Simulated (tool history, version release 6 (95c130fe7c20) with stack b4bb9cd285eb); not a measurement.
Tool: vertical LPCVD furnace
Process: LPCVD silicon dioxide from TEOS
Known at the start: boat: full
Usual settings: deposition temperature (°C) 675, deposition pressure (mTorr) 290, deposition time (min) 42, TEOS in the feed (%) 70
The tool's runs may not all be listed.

run   hour  deposition temperature (°C)  deposition pressure (mTorr)  deposition time (min)  TEOS in the feed (%)  wafers since the last listed run  hours since the last temperature calibration  hours since the pressure gauge was zeroed  hours since the TEOS flow controller was replaced  hours since the gauge calibration  read-back reference wafer on the same gauge, thickness  film thickness on the monitor wafer in the middle of the boat (nm)
  1    0.0                          675                          290                     42                    70                                 0                                        2024.0                                     3393.4                                             4061.8                              375.1                                                  170.09                                                              188.40
  2   18.2                          675                          290                     42                    70                               208                                        2042.2                                     3411.6                                             4080.0                              393.3                                                  169.91                                                              186.37
  3   26.4                          675                          290                     42                    81                                93                                        2050.4                                     3419.8                                             4088.2                              401.5                                                  170.04                                                              201.35
  4   44.9                          675                          290                     42                    81                               211                                        2068.9                                     3438.3                                             4106.7                              420.0                                                  169.86                                                              202.36
  5   62.7                          675                          290                     42                    70                               203                                        2086.7                                     3456.1                                             4124.5                              437.8                                                  170.16                                                              188.24
  6   83.4                          675                          290                     42                    70                               236                                        2107.4                                     3476.8                                             4145.2                              458.5                                                  169.91                                                              187.02
  7  102.7                          675                          290                     42                    70                               220                                        2126.7                                     3496.1                                             4164.5                              477.8                                                  170.01                                                              188.58
  8  116.6                          675                          320                     42                    70                               158                                        2140.6                                     3510.0                                             4178.4                              491.7                                                  169.78                                                              196.61
  9  126.3                          675                          320                     42                    70                               110                                        2150.3                                     3519.7                                             4188.1                              501.4                                                  169.68                                                              197.49
 10  140.4                          675                          320                     42                    70                               161                                        2164.4                                     3533.8                                             4202.2                              515.5                                                  170.04                                                              197.78
 11  159.9                          675                          290                     30                    70                               223                                        2183.9                                     3553.3                                             4221.7                              535.0                                                  170.00                                                              133.24
     191.6  -- pressure gauge zeroed
 12  192.1                          675                          290                     30                    70                                93                                        2216.1                                        0.5                                             4253.9                              567.2                                                  169.79                                                              134.22
 13  197.1                          675                          290                     30                    70                                57                                        2221.1                                        5.5                                             4258.9                              572.2                                                  169.89                                                              135.33
 14  203.4                          675                          290                     42                    70                                72                                        2227.4                                       11.8                                             4265.2                              578.5                                                  170.13                                                              188.92
     213.5  -- gauge calibrated
 15  216.7                          680                          350                     35                    70                               152                                        2240.7                                       25.1                                             4278.5                                3.2                                                  169.71                                                              194.62
     255.7  -- thermocouples replaced and temperature profile calibrated
 16  256.2                          668                          270                     42                    56                               177                                           0.5                                       64.6                                             4318.0                               42.7                                                  170.36                                                              124.51
 17  261.2                          670                          225                     42                    70                                57                                           5.5                                       69.6                                             4323.0                               47.7                                                  169.80                                                              133.77
 18  273.1                          663                          230                     48                    70                               136                                          17.4                                       81.5                                             4334.9                               59.6                                                  170.07                                                              129.51
 19  288.2                          675                          290                     42                    59                               172                                          32.5                                       96.6                                             4350.0                               74.7                                                  169.97                                                              157.99

Forecast run 20:
 20  301.3                          667                          290                     57                    70                               149                                          45.6                                      109.7                                             4363.1                               87.8                                                       ?                                                                   ?

{"run 20": {"read-back reference wafer on the same gauge, thickness": 169.9, "film thickness on the monitor wafer in the middle of the boat (nm)": 190.82}}
Without the tool's hidden state the same run would have given film thickness on the monitor wafer in the middle of the boat (nm) 188.82.
